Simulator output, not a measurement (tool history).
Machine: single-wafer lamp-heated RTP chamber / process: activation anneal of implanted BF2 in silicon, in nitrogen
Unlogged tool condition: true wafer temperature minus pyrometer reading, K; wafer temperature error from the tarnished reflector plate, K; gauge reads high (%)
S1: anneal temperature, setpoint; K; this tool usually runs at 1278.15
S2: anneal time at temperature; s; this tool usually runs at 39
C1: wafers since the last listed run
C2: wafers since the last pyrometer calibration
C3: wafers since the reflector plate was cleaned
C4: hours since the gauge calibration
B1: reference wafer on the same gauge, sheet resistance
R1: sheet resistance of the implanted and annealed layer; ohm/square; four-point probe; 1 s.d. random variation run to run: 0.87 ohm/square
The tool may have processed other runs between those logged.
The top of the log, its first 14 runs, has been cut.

run,hour,S1,S2,C1,C2,C3,C4,B1,R1
15,441.5,1261.15,59,419,1476,1849,248.2,157.26,159.54
16,461.9,1264.15,50,244,1720,2093,268.6,157.08,160.46
# hour 562.6: pyrometer window cleaned and pyrometer calibrated
17,563.1,1278.15,47,1116,5,3210,369.8,156.92,147.03
18,595.5,1270.15,53,388,393,3598,402.2,157.02,153.58
19,664,1291.15,39,820,1214,4419,470.7,156.98,136.77
20,686.7,1308.15,54,272,1486,4691,493.4,157.03,119.75
21,710.4,1292.15,22,284,1770,4975,517.1,156.97,150.45
22,741.3,1303.15,32,370,2141,5346,548,157.24,130.41
23,758.9,1278.15,39,210,2351,5557,565.6,157.17,146.97
24,831.8,1278.15,26,873,3225,6430,638.5,157.09,156.78
# hour 848.4: pyrometer window cleaned and pyrometer calibrated
25,860.7,1286.15,45,250,147,6681,667.4,157.02,141.43
26,877.3,1278.15,39,198,346,6880,684,156.89,154.04
27,904.4,1297.15,29,324,671,7204,711.1,156.9,140.17
28,932.7,1278.15,47,339,1010,7544,739.4,156.74,147.57
29,954.4,1266.15,56,260,1270,7804,761.1,156.71,155.92
30,981.6,1260.15,19,325,1596,8130,788.3,157.39,193.12

Run 31 is up next; what results do you expect?
31,1009.4,1286.15,32,333,1929,8463,816.1,?,?

B1: 156.99
R1: 145.39 ohm/square
On a tool with no hidden condition, and with the same random variation, this run would have come out at R1 148.18 ohm/square.
